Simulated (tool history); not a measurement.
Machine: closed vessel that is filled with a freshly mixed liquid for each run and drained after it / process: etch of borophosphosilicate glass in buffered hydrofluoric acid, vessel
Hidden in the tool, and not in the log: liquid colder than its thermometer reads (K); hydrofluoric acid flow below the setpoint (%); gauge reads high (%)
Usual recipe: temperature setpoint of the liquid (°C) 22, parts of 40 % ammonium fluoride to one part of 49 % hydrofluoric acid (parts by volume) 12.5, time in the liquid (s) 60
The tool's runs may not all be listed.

run    hour  temperature setpoint of the liquid (°C)  parts of 40 % ammonium fluoride to one part of 49 % hydrofluoric acid (parts by volume)  time in the liquid (s)  wafers since the last listed run  hours since the thermometer was replaced  hours since the hydrofluoric acid flow meter was replaced  hours since the gauge calibration  read-back film thickness of the borophosphosilicate glass reference wafer, read on the same gauge (nm)  thickness taken off the borophosphosilicate glass on a monitor wafer (Å)
  1       0                                       22                                                                                     12.5                      60                                 0                                     828.5                                                      247.7                             1879.6                                                                                                   39.98                                                                    1104.4
       32.7  -- gauge calibrated
  2    55.2                                       24                                                                                     12.5                      60                              4777                                     883.7                                                      302.9                               22.5                                                                                                   39.97                                                                    1226.9
  3   158.6                                       24                                                                                     12.5                      60                              8948                                     987.1                                                      406.3                              125.9                                                                                                   40.02                                                                    1230.7
  4   258.1                                       22                                                                                     12.5                      60                              8611                                    1086.6                                                      505.8                              225.4                                                                                                   40.01                                                                    1091.7
  5   328.6                                       22                                                                                     12.5                      60                              6101                                    1157.1                                                      576.3                              295.9                                                                                                   40.02                                                                    1104.3
  6   490.1                                       22                                                                                     12.5                      60                             13976                                    1318.6                                                      737.8                              457.4                                                                                                      40                                                                    1116.2
  7   560.7                                       22                                                                                     12.5                      60                              6110                                    1389.2                                                      808.4                                528                                                                                                   40.02                                                                    1102.1
  8   615.9                                       22                                                                                     12.5                      60                              4777                                    1444.4                                                      863.6                              583.2                                                                                                   39.99                                                                    1104.2
  9   659.5                                       22                                                                                       10                      60                              3773                                      1488                                                      907.2                              626.8                                                                                                   39.98                                                                      1370
 10   711.8                                       22                                                                                       10                      60                              4526                                    1540.3                                                      959.5                              679.1                                                                                                   39.98                                                                    1379.6
 11   821.8                                       22                                                                                       10                      60                              9519                                    1650.3                                                     1069.5                              789.1                                                                                                   40.01                                                                    1363.5
      961.7  -- hydrofluoric acid flow meter replaced
 12  1081.9                                       22                                                                                     12.5                      30                             22423                                    1910.4                                                      120.2                             1049.2                                                                                                   39.98                                                                     541.1
 13  1174.4                                       22                                                                                     12.5                      30                              8005                                    2002.9                                                      212.7                             1141.7                                                                                                   39.99                                                                     547.8
     1213.6  -- thermometer replaced
 14    1267                                       22                                                                                     12.5                      30                              7927                                      53.4                                                      305.3                             1234.3                                                                                                   40.05                                                                       549
 15  1319.7                                       19                                                                                     12.5                      60                              4560                                     106.1                                                        358                               1287                                                                                                   39.97                                                                     942.4
 16  1393.5                                       22                                                                                     12.5                      60                              6386                                     179.9                                                      431.8                             1360.8                                                                                                   40.05                                                                    1094.8
 17  1470.9                                       22                                                                                     12.5                      60                              6698                                     257.3                                                      509.2                             1438.2                                                                                                   40.01                                                                    1098.8
 18  1541.5                                       22                                                                                     12.5                      60                              6110                                     327.9                                                      579.8                             1508.8                                                                                                      40                                                                    1107.8
 19  1632.2                                       22                                                                                     12.5                      60                              7849                                     418.6                                                      670.5                             1599.5                                                                                                   39.99                                                                    1102.1
 20    1726                                     26.5                                                                                     12.5                      60                              8117                                     512.4                                                      764.3                             1693.3                                                                                                   40.04                                                                      1414
 21  1790.5                                       22                                                                                       11                      60                              5582                                     576.9                                                      828.8                             1757.8                                                                                                      40                                                                    1247.4
     1797.7  -- gauge calibrated
 22  1837.3                                     25.5                                                                                       17                      60                              4050                                     623.7                                                      875.6                               39.6                                                                                                   39.98                                                                     980.4
     1887.4  -- hydrofluoric acid flow meter replaced
 23  1940.5                                       22                                                                                       15                      45                              8844                                     726.9                                                       53.1                              142.8                                                                                                   40.01                                                                     684.9
 24  1985.7                                       22                                                                                     12.5                      50                              3911                                     772.1                                                       98.3                                188                                                                                                   40.01                                                                     909.5
 25  2125.1                                       24                                                                                       11                      60                             12064                                     911.5                                                      237.7                              327.4                                                                                                      40                                                                    1404.5
 26  2163.2                                       22                                                                                     15.5                      75                              3297                                     949.6                                                      275.8                              365.5                                                                                                   39.98                                                                    1120.6
 27  2242.1                                       24                                                                                     17.5                      45                              6828                                    1028.5                                                      354.7                              444.4                                                                                                   40.02                                                                     668.9
 28  2390.7                                     19.5                                                                                       16                      60                             12860                                    1177.1                                                      503.3                                593                                                                                                   40.02                                                                     755.2
 29  2511.6                                       27                                                                                      9.5                      75                             10463                                      1298                                                      624.2                              713.9                                                                                                   39.96                                                                    2290.7
 30  2576.8                                       18                                                                                     12.5                      60                              5642                                    1363.2                                                      689.4                              779.1                                                                                                   39.97                                                                     882.8
 31  2640.9                                       22                                                                                       17                      85                              5547                                    1427.3                                                      753.5                              843.2                                                                                                      40                                                                    1156.5
 32  2709.8                                       22                                                                                     12.5                      60                              5962                                    1496.2                                                      822.4                              912.1                                                                                                   40.01                                                                    1097.4

Forecast each of these 3 alternatives for the next run:
  A  2710.5                                       22                                                                                     12.5                      95                                60                                    1496.9                                                      823.1                              912.8                                                                                                       ?                                                                         ?
  B  2710.5                                       25                                                                                     12.5                      60                                60                                    1496.9                                                      823.1                              912.8                                                                                                       ?                                                                         ?
  C  2710.5                                       25                                                                                      8.5                      40                                60                                    1496.9                                                      823.1                              912.8                                                                                                       ?                                                                         ?

run  read-back film thickness of the borophosphosilicate glass reference wafer, read on the same gauge (nm)  thickness taken off the borophosphosilicate glass on a monitor wafer (Å)
  A                                                                                                   40.01                                                                    1756.8
  B                                                                                                   40.01                                                                    1305.3
  C                                                                                                   40.01                                                                    1233.4
Stripped of hidden state, with their random variation kept, the same runs would have yielded:
run  thickness taken off the borophosphosilicate glass on a monitor wafer (Å)
  A                                                                    1756.8
  B                                                                    1305.3
  C                                                                    1233.4
